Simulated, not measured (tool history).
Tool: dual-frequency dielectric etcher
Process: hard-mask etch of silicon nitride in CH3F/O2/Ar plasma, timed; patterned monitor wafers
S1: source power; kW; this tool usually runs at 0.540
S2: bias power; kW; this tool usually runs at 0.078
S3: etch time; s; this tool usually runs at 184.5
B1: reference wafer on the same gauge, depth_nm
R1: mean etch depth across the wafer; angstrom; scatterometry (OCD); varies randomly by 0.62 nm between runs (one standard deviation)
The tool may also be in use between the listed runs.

run     day     S1     S2     S3     B1    R1
  1   0.000  0.600  0.078  184.5  147.1  1518
  2   0.292  0.540  0.078  184.5  147.0  1439
  3   0.575  0.540  0.078  184.5  147.1  1437
  4   1.192  0.540  0.078  146.0  147.0  1137
  5   1.496  0.540  0.078  184.5  147.2  1433
  6   1.925  0.540  0.078  184.5  147.0  1440
  7   2.350  0.540  0.078  184.5  147.0  1444
  8   2.850  0.540  0.078  168.5  147.1  1307
  9   3.458  0.540  0.078  168.5  146.9  1310
      3.904  -- gauge calibrated
 10   4.196  0.540  0.078  155.5  147.0  1204
 11   4.492  0.540  0.078  155.5  146.8  1195
 12   5.062  0.540  0.078  155.5  147.2  1205
 13   5.729  0.540  0.078  145.0  147.1  1116
      6.212  -- source power generator calibrated
      6.321  -- bias power generator calibrated
 14   6.446  0.630  0.073  220.0  146.9  1781
 15   6.996  0.650  0.061  155.0  147.0  1191
      8.004  -- wet clean of the chamber
 16   8.025  0.440  0.066  184.5  147.1  1273
 17   8.171  0.540  0.078  184.5  147.0  1498
 18   8.458  0.540  0.085  137.5  146.9  1145
      9.525  -- upper electrode replaced
 19   9.546  0.670  0.078  156.5  147.0  1394
 20   9.558  0.540  0.078  206.5  147.0  1670
 21   9.858  0.540  0.078  184.5  147.0  1491
 22  10.325  0.430  0.065  233.0  147.0  1585
 23  10.712  0.450  0.078  184.5  147.0  1354
 24  10.967  0.540  0.078  184.5  147.1  1494
 25  11.488  0.640  0.086  135.0  147.0  1218
 26  12.158  0.650  0.078  214.0  147.2  1882
 27  12.642  0.600  0.078  184.5  147.1  1551
 28  12.908  0.540  0.078  184.5  146.9  1481
 29  13.179  0.540  0.078  184.5  147.0  1477
 30  13.838  0.600  0.069  209.0  146.9  1689

For some of the steps in R1 from one run to the next: how much would appear even if the tool had no hidden state, given the settings, what came in and random variation, and how much remains for the hidden state plus any gauge scatter that the measured result and the result without hidden state don't share?
The tool's hidden condition here consists of: etch rate over this chamber's usual, %; source power that arrives over what is set, %; bias power that arrives over what is set, %; gauge reads high (%).
Run 13 -> 14: S1 0.540 -> 0.630, S2 0.078 -> 0.073, S3 145.0 -> 220.0, source power generator calibrated, bias power generator calibrated. R1 +665 angstrom: hidden state -38, all else +703.
Run 14 -> 15: S1 0.630 -> 0.650, S2 0.073 -> 0.061, S3 220.0 -> 155.0. R1 -590 angstrom: hidden state +30, all else -620.
Run 15 -> 16: S1 0.650 -> 0.440, S2 0.061 -> 0.066, S3 155.0 -> 184.5, wet clean of the chamber. R1 +82 angstrom: hidden state +64, all else +18.
Run 25 -> 26: S1 0.640 -> 0.650, S2 0.086 -> 0.078, S3 135.0 -> 214.0. R1 +664 angstrom: hidden state -10, all else +674.
